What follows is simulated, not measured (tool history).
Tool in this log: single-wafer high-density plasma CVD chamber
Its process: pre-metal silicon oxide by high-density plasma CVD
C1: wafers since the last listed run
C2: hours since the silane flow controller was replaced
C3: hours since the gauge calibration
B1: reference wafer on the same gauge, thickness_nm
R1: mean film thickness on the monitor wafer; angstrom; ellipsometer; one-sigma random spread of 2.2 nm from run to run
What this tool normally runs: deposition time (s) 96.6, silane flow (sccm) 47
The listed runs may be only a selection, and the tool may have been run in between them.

Run 1, hour 0.0: usual settings; C1 0; C2 3079.3; C3 882.5; B1 489.331. Result: R1 4822.34 angstrom.
Run 2, hour 43.3: usual settings; C1 624; C2 3122.6; C3 925.8; B1 489.245. Result: R1 4813.74 angstrom.
Run 3, hour 125.2: usual settings; C1 1181; C2 3204.5; C3 1007.7; B1 491.100. Result: R1 4867.22 angstrom.
Run 4, hour 231.3: usual settings but deposition time (s) 83.7; C1 1530; C2 3310.6; C3 1113.8; B1 490.837. Result: R1 4201.26 angstrom.
Run 5, hour 309.2: usual settings but deposition time (s) 83.7; C1 1124; C2 3388.5; C3 1191.7; B1 491.980. Result: R1 4209.37 angstrom.
Run 6, hour 382.5: usual settings but deposition time (s) 83.7; C1 1057; C2 3461.8; C3 1265.0; B1 493.707. Result: R1 4230.72 angstrom.
Run 7, hour 463.0: usual settings but deposition time (s) 88.2, silane flow (sccm) 41; C1 1161; C2 3542.3; C3 1345.5; B1 493.658. Result: R1 4010.62 angstrom.
Run 8, hour 507.6: usual settings but deposition time (s) 88.2, silane flow (sccm) 41; C1 643; C2 3586.9; C3 1390.1; B1 493.433. Result: R1 4060.26 angstrom.
Run 9, hour 609.8: usual settings but deposition time (s) 87.3; C1 1474; C2 3689.1; C3 1492.3; B1 494.929. Result: R1 4439.53 angstrom.
Run 10, hour 692.2: usual settings but deposition time (s) 87.3; C1 1188; C2 3771.5; C3 1574.7; B1 495.883. Result: R1 4441.72 angstrom.
Run 11, hour 733.0: usual settings but deposition time (s) 87.3; C1 588; C2 3812.3; C3 1615.5; B1 495.384. Result: R1 4416.71 angstrom.
Run 12, hour 786.3: usual settings but deposition time (s) 103.8; C1 769; C2 3865.6; C3 1668.8; B1 497.279. Result: R1 5261.59 angstrom.
Run 13, hour 826.7: usual settings but deposition time (s) 103.8; C1 582; C2 3906.0; C3 1709.2; B1 497.253. Result: R1 5300.33 angstrom.
Run 14, hour 916.4: usual settings but deposition time (s) 103.8; C1 1294; C2 3995.7; C3 1798.9; B1 497.142. Result: R1 5308.74 angstrom.
Run 15, hour 972.6: usual settings; C1 810; C2 4051.9; C3 1855.1; B1 497.816. Result: R1 4922.90 angstrom.
Run 16, hour 1061.2: usual settings; C1 1278; C2 4140.5; C3 1943.7; B1 499.675. Result: R1 4920.76 angstrom.
Run 17, hour 1119.7: usual settings; C1 844; C2 4199.0; C3 2002.2; B1 499.623. Result: R1 4916.52 angstrom.
Run 18, hour 1174.1: usual settings but silane flow (sccm) 51; C1 784; C2 4253.4; C3 2056.6; B1 500.768. Result: R1 5261.56 angstrom.
Run 19, hour 1271.5: usual settings; C1 1405; C2 4350.8; C3 2154.0; B1 501.097. Result: R1 4989.67 angstrom.
Run 20, hour 1374.1: usual settings but deposition time (s) 88.3, silane flow (sccm) 54; C1 1480; C2 4453.4; C3 2256.6; B1 501.795. Result: R1 5050.50 angstrom.
At hour 1419.7: gauge calibrated.
Run 21, hour 1421.2: usual settings but deposition time (s) 114.4, silane flow (sccm) 40; C1 679; C2 4500.5; C3 1.5; B1 484.800. Result: R1 5062.76 angstrom.

Run 22 comes next. What will it give?
Run 22, hour 1512.7: usual settings but deposition time (s) 86.5, silane flow (sccm) 42; C1 1320; C2 4592.0; C3 93.0; B1 ?. Result: R1 ?.

B1: 485.600
R1: 3938.77 angstrom
Were there no unlogged condition in the tool, this run, its random variation unchanged, would have produced R1 3914.46 angstrom.
